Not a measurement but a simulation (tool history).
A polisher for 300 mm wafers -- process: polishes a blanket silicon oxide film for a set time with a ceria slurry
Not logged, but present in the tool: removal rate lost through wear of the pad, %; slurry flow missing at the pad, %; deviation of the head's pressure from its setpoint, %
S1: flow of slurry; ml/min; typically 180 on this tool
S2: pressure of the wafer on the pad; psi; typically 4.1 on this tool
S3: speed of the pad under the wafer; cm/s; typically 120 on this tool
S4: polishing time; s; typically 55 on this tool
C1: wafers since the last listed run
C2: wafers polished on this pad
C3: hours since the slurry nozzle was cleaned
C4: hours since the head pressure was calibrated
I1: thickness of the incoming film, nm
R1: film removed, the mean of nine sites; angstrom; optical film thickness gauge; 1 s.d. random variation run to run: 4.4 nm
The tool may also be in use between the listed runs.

run 1 day=0 | S1=180 S2=4.1 S3=120 S4=55 | C1=0 C2=1774 C3=311.1 C4=610.2 | I1=1383.6 | R1=4159
-- day=0.608 slurry nozzle cleaned
run 2 day=1.571 | S1=180 S2=4.1 S3=120 S4=55 | C1=480 C2=2254 C3=23.1 C4=647.9 | I1=1345.5 | R1=4229
run 3 day=3.338 | S1=180 S2=4.1 S3=120 S4=55 | C1=554 C2=2809 C3=65.5 C4=690.3 | I1=1357.2 | R1=4179
run 4 day=6.042 | S1=180 S2=4.1 S3=120 S4=42 | C1=849 C2=3659 C3=130.4 C4=755.2 | I1=1369.5 | R1=3146
run 5 day=7.742 | S1=180 S2=4.1 S3=120 S4=55 | C1=533 C2=4193 C3=171.2 C4=796 | I1=1369.2 | R1=4137
run 6 day=9.975 | S1=180 S2=4.1 S3=120 S4=41 | C1=701 C2=4894 C3=224.8 C4=849.6 | I1=1378.3 | R1=3167
-- day=10.242 worn pad replaced by a new one
run 7 day=11.292 | S1=180 S2=4.8 S3=120 S4=55 | C1=361 C2=329 C3=256.4 C4=881.2 | I1=1371.5 | R1=4646
run 8 day=13.042 | S1=180 S2=4.8 S3=120 S4=55 | C1=549 C2=878 C3=298.4 C4=923.2 | I1=1370.3 | R1=4661
-- day=15.054 slurry nozzle cleaned
run 9 day=15.417 | S1=180 S2=4.8 S3=120 S4=55 | C1=732 C2=1611 C3=8.7 C4=980.2 | I1=1363.6 | R1=4666
run 10 day=17.146 | S1=180 S2=4.1 S3=120 S4=55 | C1=543 C2=2154 C3=50.2 C4=1021.7 | I1=1399.1 | R1=4259
run 11 day=19.796 | S1=180 S2=4.1 S3=120 S4=55 | C1=832 C2=2987 C3=113.8 C4=1085.3 | I1=1396.5 | R1=4095
-- day=23.025 worn pad replaced by a new one
run 12 day=26.529 | S1=180 S2=4.1 S3=120 S4=55 | C1=2062 C2=1100 C3=275.4 C4=1246.9 | I1=1387 | R1=4121
-- day=27.888 head pressure recalibrated
run 13 day=27.925 | S1=180 S2=4.1 S3=120 S4=55 | C1=412 C2=1513 C3=308.9 C4=0.9 | I1=1339 | R1=4053
-- day=31.854 slurry nozzle cleaned
run 14 day=34.583 | S1=180 S2=4.1 S3=120 S4=55 | C1=2078 C2=3591 C3=65.5 C4=160.7 | I1=1344.5 | R1=4199
run 15 day=36.275 | S1=180 S2=4.1 S3=120 S4=55 | C1=531 C2=4122 C3=106.1 C4=201.3 | I1=1375.5 | R1=4187
run 16 day=37.738 | S1=150 S2=3.6 S3=120 S4=55 | C1=459 C2=4582 C3=141.2 C4=236.4 | I1=1374.6 | R1=3726
-- day=39.029 worn pad replaced by a new one
run 17 day=39.062 | S1=150 S2=3.6 S3=120 S4=55 | C1=363 C2=10 C3=173 C4=268.2 | I1=1371.3 | R1=3649
run 18 day=40.212 | S1=235 S2=4.1 S3=156 S4=44 | C1=361 C2=372 C3=200.6 C4=295.8 | I1=1393.6 | R1=4406
run 19 day=41.979 | S1=180 S2=4.1 S3=90 S4=55 | C1=554 C2=927 C3=243 C4=338.2 | I1=1373.9 | R1=3081
run 20 day=44.975 | S1=140 S2=3.2 S3=120 S4=55 | C1=940 C2=1868 C3=314.9 C4=410.1 | I1=1369.3 | R1=3336
-- day=45.429 slurry nozzle cleaned
run 21 day=46.971 | S1=220 S2=3 S3=120 S4=55 | C1=613 C2=2481 C3=37 C4=458 | I1=1345.8 | R1=3417
run 22 day=49.767 | S1=180 S2=2.9 S3=120 S4=55 | C1=878 C2=3359 C3=104.1 C4=525.1 | I1=1357.5 | R1=3260
run 23 day=51.921 | S1=140 S2=5.2 S3=96 S4=42 | C1=676 C2=4036 C3=155.8 C4=576.8 | I1=1378.3 | R1=2912
run 24 day=53.554 | S1=180 S2=3.3 S3=120 S4=55 | C1=513 C2=4549 C3=195 C4=616 | I1=1381.4 | R1=3584
-- day=53.85 worn pad replaced by a new one
run 25 day=55.675 | S1=235 S2=4.1 S3=120 S4=48 | C1=613 C2=573 C3=245.9 C4=666.9 | I1=1367.6 | R1=3748
run 26 day=58.575 | S1=180 S2=4.1 S3=120 S4=55 | C1=910 C2=1484 C3=315.5 C4=736.5 | I1=1379.7 | R1=4125

Run 27 is up next; what results do you expect?
-- day=59.65 slurry nozzle cleaned
run 27 day=61.067 | S1=180 S2=4.1 S3=120 S4=55 | C1=769 C2=2253 C3=34 C4=796.3 | I1=1371 | R1=?

Run 27 yielded R1 4102 angstrom.
The same run, on a tool lacking any hidden state, would have yielded R1 4102 angstrom.

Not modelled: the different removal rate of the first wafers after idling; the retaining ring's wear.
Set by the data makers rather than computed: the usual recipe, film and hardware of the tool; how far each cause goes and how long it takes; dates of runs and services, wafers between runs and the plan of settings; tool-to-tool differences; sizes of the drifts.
